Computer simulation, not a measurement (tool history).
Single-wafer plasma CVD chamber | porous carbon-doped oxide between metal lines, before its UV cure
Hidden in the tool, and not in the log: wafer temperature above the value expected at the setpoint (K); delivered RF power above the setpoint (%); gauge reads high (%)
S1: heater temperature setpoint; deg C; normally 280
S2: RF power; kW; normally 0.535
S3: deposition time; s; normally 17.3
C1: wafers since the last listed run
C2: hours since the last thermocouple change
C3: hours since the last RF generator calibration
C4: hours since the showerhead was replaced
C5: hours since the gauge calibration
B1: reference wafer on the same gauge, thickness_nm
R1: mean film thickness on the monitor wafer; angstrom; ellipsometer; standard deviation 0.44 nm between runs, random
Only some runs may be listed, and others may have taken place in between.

run   hour   S1     S2    S3   C1     C2      C3      C4     C5       B1       R1
  1    0.0  280  0.535  17.3    0  728.3  1787.9  2171.6  420.3  106.897  1106.76
  2   12.3  280  0.535  17.3  292  740.6  1800.2  2183.9  432.6  107.037  1106.97
  3   19.1  280  0.535  17.3  161  747.4  1807.0  2190.7  439.4  107.032  1116.64
  4   29.5  280  0.505  17.3  247  757.8  1817.4  2201.1  449.8  106.956  1071.50
  5   45.0  280  0.505  17.3  368  773.3  1832.9  2216.6  465.3  106.983  1065.68
  6   59.5  280  0.590  17.3  344  787.8  1847.4  2231.1  479.8  107.027  1179.72
  7   69.8  280  0.590  17.3  244  798.1  1857.7  2241.4  490.1  107.141  1174.92
      78.3  -- gauge calibrated
  8   82.6  280  0.590  17.3  304  810.9  1870.5  2254.2    4.3  107.057  1185.64
      94.0  -- showerhead replaced
  9  100.5  280  0.535  17.3  235  828.8  1888.4     6.5   22.2  106.885  1111.98
 10  118.4  280  0.535  17.3  425  846.7  1906.3    24.4   40.1  106.951  1116.52
 11  128.4  280  0.535  17.3  237  856.7  1916.3    34.4   50.1  107.060  1116.42
 12  138.4  280  0.475  17.3  237  866.7  1926.3    44.4   60.1  107.023  1026.49
 13  148.9  280  0.475  17.3  249  877.2  1936.8    54.9   70.6  107.048  1034.73
 14  161.6  280  0.535  17.3  301  889.9  1949.5    67.6   83.3  106.954  1115.47
 15  170.0  280  0.535  20.0  199  898.3  1957.9    76.0   91.7  106.935  1286.72
 16  176.7  269  0.430  17.3  159  905.0  1964.6    82.7   98.4  107.013  1046.85
 17  189.4  266  0.535  17.3  301  917.7  1977.3    95.4  111.1  106.968  1230.65
 18  200.5  280  0.580  17.3  263  928.8  1988.4   106.5  122.2  106.945  1169.99
 19  207.2  280  0.440  18.9  159  935.5  1995.1   113.2  128.9  106.838  1059.58
 20  215.5  285  0.580  20.1  197  943.8  2003.4   121.5  137.2  106.969  1311.01
     226.3  -- RF generator calibrated
 21  231.2  280  0.535  17.3  182  959.5     4.9   137.2  152.9  107.037  1111.33
 22  238.3  280  0.535  17.3  168  966.6    12.0   144.3  160.0  106.914  1120.98
 23  246.4  285  0.575  19.2  192  974.7    20.1   152.4  168.1  106.908  1252.09
 24  254.8  280  0.535  17.3  199  983.1    28.5   160.8  176.5  107.034  1126.88
     263.4  -- thermocouple changed; heater temperature recalibrated
 25  263.9  280  0.460  17.3   26    0.5    37.6   169.9  185.6  107.059   954.58
 26  273.0  286  0.630  20.1  216    9.6    46.7   179.0  194.7  107.012  1301.55
 27  280.5  265  0.455  15.3  178   17.1    54.2   186.5  202.2  106.863   939.96
 28  297.2  280  0.535  17.3  396   33.8    70.9   203.2  218.9  107.027  1065.17
 29  304.9  290  0.490  17.3  182   41.5    78.6   210.9  226.6  107.017   938.76
 30  314.2  280  0.535  15.2  220   50.8    87.9   220.2  235.9  106.843   937.96
 31  328.5  280  0.535  17.3  339   65.1   102.2   234.5  250.2  106.868  1062.25
 32  335.5  267  0.495  17.3  166   72.1   109.2   241.5  257.2  107.100  1113.32
 33  369.7  274  0.445  20.6  812  106.3   143.4   275.7  291.4  106.985  1169.16
 34  377.3  280  0.535  15.5  180  113.9   151.0   283.3  299.0  107.044   965.31
 35  389.9  280  0.535  17.3  299  126.5   163.6   295.9  311.6  106.861  1077.43

Predict each of these 3 candidate next runs independently; none follows another, all start after run 35:
  A  390.3  280  0.535  19.6   9  126.9  164.0  296.3  312.0   ?   ?
  B  390.3  265  0.535  14.8   9  126.9  164.0  296.3  312.0   ?   ?
  C  390.3  273  0.570  19.9   9  126.9  164.0  296.3  312.0   ?   ?

run       B1       R1
  A  106.979  1203.71
  B  106.979  1028.03
  C  106.979  1340.01
Had the tool no hidden state, the same runs would have come out as:
run       R1
  A  1192.70
  B  1017.99
  C  1327.38
